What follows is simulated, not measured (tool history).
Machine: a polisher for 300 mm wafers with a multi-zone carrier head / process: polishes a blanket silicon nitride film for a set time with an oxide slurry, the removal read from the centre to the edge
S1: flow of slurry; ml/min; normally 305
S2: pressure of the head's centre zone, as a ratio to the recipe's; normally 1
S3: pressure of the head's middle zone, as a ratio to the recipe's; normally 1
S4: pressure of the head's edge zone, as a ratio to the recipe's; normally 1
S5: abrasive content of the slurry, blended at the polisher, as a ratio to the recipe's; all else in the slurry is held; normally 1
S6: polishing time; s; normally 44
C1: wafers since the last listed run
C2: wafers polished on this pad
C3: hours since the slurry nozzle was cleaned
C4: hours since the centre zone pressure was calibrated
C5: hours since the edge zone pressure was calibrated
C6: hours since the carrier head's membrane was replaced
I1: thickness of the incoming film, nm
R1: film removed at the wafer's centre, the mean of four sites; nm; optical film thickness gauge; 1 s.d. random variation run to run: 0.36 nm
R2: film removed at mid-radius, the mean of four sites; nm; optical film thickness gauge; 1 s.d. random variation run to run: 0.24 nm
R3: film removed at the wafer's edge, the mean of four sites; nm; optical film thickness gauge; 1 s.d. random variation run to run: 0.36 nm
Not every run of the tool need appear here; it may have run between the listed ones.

| run | hour | S1 | S2 | S3 | S4 | S5 | S6 | C1 | C2 | C3 | C4 | C5 | C6 | I1 | R1 | R2 | R3 |
|---|---|---|---|---|---|---|---|---|---|---|---|---|---|---|---|---|---|
| 1 | 0 | 305 | 0.97 | 1 | 1 | 1 | 55 | 0 | 4006 | 200.2 | 221.6 | 256.3 | 1002.9 | 455.8 | 29.7 | 31.5 | 29.6 |
| 2 | 100.4 | 225 | 1 | 1 | 1.07 | 0.9 | 51 | 824 | 4830 | 300.6 | 322 | 356.7 | 1103.3 | 456.4 | 25.1 | 26.4 | 26.6 |
|  | 108.1 | worn pad replaced by a new one |
| 3 | 151.1 | 240 | 1 | 1 | 1 | 1 | 44 | 383 | 353 | 351.3 | 372.7 | 407.4 | 1154 | 453.1 | 23.3 | 24.3 | 23.1 |
| 4 | 243.4 | 305 | 1 | 1 | 1.07 | 1 | 51 | 757 | 1110 | 443.6 | 465 | 499.7 | 1246.3 | 467 | 28.4 | 29 | 28.4 |
| 5 | 294.2 | 305 | 1 | 1 | 1 | 1 | 44 | 417 | 1527 | 494.4 | 515.8 | 550.5 | 1297.1 | 459.9 | 24.4 | 25.5 | 23.6 |
| 6 | 362.5 | 380 | 0.97 | 1 | 1 | 1 | 44 | 560 | 2088 | 562.7 | 584.1 | 618.8 | 1365.4 | 464.1 | 23.9 | 25.5 | 25.1 |
|  | 424.2 | edge zone pressure recalibrated |
| 7 | 426.2 | 305 | 1 | 1 | 1 | 1 | 44 | 506 | 2594 | 626.4 | 647.8 | 2 | 1429.1 | 451.6 | 23.9 | 25.4 | 24.4 |
|  | 445.5 | slurry nozzle cleaned |
| 8 | 487.4 | 410 | 1 | 0.88 | 1.05 | 1 | 44 | 494 | 3089 | 41.9 | 709 | 63.2 | 1490.3 | 466.2 | 23.6 | 23.6 | 25.2 |
| 9 | 547.1 | 305 | 1 | 1 | 1 | 1 | 44 | 490 | 3579 | 101.6 | 768.7 | 122.9 | 1550 | 460.7 | 23.4 | 25 | 23.6 |
|  | 559.6 | carrier head's membrane replaced by a new one |
| 10 | 583.4 | 305 | 1 | 1 | 1 | 1.25 | 44 | 256 | 3836 | 137.9 | 805 | 159.2 | 23.8 | 463.7 | 26.5 | 28 | 27.5 |
| 11 | 665.5 | 305 | 1 | 1 | 1.05 | 1 | 44 | 673 | 4510 | 220 | 887.1 | 241.3 | 105.9 | 461.9 | 22.7 | 25.4 | 24.4 |
|  | 703.9 | worn pad replaced by a new one |
| 12 | 757.4 | 305 | 1 | 1 | 0.89 | 1 | 49 | 721 | 439 | 311.9 | 979 | 333.2 | 197.8 | 459 | 24.3 | 27.9 | 25.6 |
| 13 | 848.3 | 305 | 1 | 0.91 | 1 | 1 | 44 | 746 | 1185 | 402.8 | 1069.9 | 424.1 | 288.7 | 464.4 | 21.8 | 23.2 | 24.7 |
|  | 880.6 | centre zone pressure recalibrated |
| 14 | 885.1 | 270 | 1 | 1 | 1 | 1 | 31 | 285 | 1471 | 439.6 | 4.5 | 460.9 | 325.5 | 455.8 | 17.9 | 17.3 | 16.9 |
| 15 | 951 | 305 | 1 | 1 | 1.11 | 1.25 | 44 | 540 | 2012 | 505.5 | 70.4 | 526.8 | 391.4 | 457.3 | 28.5 | 28.1 | 28.6 |
| 16 | 1032.4 | 305 | 1.08 | 1.11 | 1 | 1.25 | 44 | 668 | 2680 | 586.9 | 151.8 | 608.2 | 472.8 | 459.7 | 31.4 | 31.4 | 27.4 |
|  | 1062.3 | edge zone pressure recalibrated |
| 17 | 1106.4 | 305 | 1 | 1 | 1 | 1 | 44 | 591 | 3271 | 660.9 | 225.8 | 44.1 | 546.8 | 459.5 | 24.6 | 25 | 24.7 |
|  | 1128.3 | slurry nozzle cleaned |
|  | 1203.5 | worn pad replaced by a new one |
| 18 | 1208.4 | 305 | 1 | 1 | 1 | 1 | 44 | 796 | 40 | 80.1 | 327.8 | 146.1 | 648.8 | 459.2 | 24.9 | 24.7 | 24 |
| 19 | 1313.7 | 305 | 0.97 | 1 | 1 | 1 | 55 | 864 | 904 | 185.4 | 433.1 | 251.4 | 754.1 | 460.8 | 30 | 31.1 | 29.8 |
| 20 | 1397.6 | 305 | 1.08 | 1.11 | 1 | 1.25 | 44 | 688 | 1593 | 269.3 | 517 | 335.3 | 838 | 460.3 | 29.6 | 31 | 27.2 |

Below, some changes in R1 between adjacent runs. For each, the amount present without the hidden state too (settings, incoming material, random variation) and the amount remaining for the hidden state with gauge scatter not shared by both compared results:
Hidden conditions of the tool in this case: removal rate lost through wear of the pad, %; slurry flow missing at the pad, %; deviation of the centre zone's pressure from its setpoint, %; deviation of the edge zone's pressure from its setpoint, %.
Run 11 -> 12: S4 1.05 -> 0.89, S6 44 -> 49, worn pad replaced by a new one. R1 +1.6 nm: hidden state -0.7, all else +2.3.
Run 13 -> 14: S1 305 -> 270, S3 0.91 -> 1, S6 44 -> 31, centre zone pressure recalibrated. R1 -3.9 nm: hidden state +3.1, all else -7.
Run 14 -> 15: S1 270 -> 305, S4 1 -> 1.11, S5 1 -> 1.25, S6 31 -> 44. R1 +10.6 nm: hidden state +0, all else +10.6.
Run 16 -> 17: S2 1.08 -> 1, S3 1.11 -> 1, S5 1.25 -> 1, edge zone pressure recalibrated. R1 -6.8 nm: hidden state -0.1, all else -6.7.
